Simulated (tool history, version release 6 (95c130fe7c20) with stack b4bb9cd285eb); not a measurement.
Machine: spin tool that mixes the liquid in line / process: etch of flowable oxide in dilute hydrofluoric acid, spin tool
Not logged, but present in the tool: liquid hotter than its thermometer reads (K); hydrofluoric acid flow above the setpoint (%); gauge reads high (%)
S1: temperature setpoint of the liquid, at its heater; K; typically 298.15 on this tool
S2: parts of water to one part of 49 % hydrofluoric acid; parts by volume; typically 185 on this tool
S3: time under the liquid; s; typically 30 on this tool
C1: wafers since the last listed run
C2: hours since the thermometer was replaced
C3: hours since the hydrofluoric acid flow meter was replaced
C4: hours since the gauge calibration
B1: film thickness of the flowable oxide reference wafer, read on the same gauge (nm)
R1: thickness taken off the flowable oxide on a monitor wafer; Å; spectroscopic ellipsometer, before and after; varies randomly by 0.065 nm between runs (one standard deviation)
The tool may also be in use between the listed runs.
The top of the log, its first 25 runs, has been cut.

run    hour      S1   S2  S3    C1      C2      C3      C4     B1     R1
 26  2074.8  302.15  220  40   541  1564.3   752.3  1071.8  80.03   94.8
 27  2131.6  298.15  185  30   831  1621.1   809.1  1128.6     80   76.4
 28    2209  294.65  185  20  1132  1698.5   886.5    1206  80.03   44.5
 29  2261.1  301.15  125  40   762  1750.6   938.6  1258.1  80.01  181.6
 30  2325.8  298.15  185  20   946  1815.3  1003.3  1322.8  79.98   50.6
 31  2429.4  296.15  185  30  1515  1918.9  1106.9  1426.4     80   72.2
 32  2528.1  299.65   95  35  1444  2017.6  1205.6  1525.1     80  207.5
 33  2571.1  298.15  185  30   629  2060.6  1248.6  1568.1  79.99   76.5

Each row is a separate what-if for the run after 33, all from the same tool condition, not one after another. Results?
  A  2571.5  294.65  185  30   5  2061  1249  1568.5   ?   ?
  B  2571.5  301.15  240  40   5  2061  1249  1568.5   ?   ?
  C  2571.5  298.15  265  40   5  2061  1249  1568.5   ?   ?
  D  2571.5  293.65  140  20   5  2061  1249  1568.5   ?   ?
  E  2571.5  298.15  185  50   5  2061  1249  1568.5   ?   ?

run     B1    R1
  A  79.97    68
  B  79.97  82.8
  C  79.97  65.9
  D  79.97  60.6
  E  79.97   129
With no hidden state in the tool, these same runs would have given:
run     R1
  A   62.8
  B   77.1
  C   61.2
  D   55.8
  E  119.5
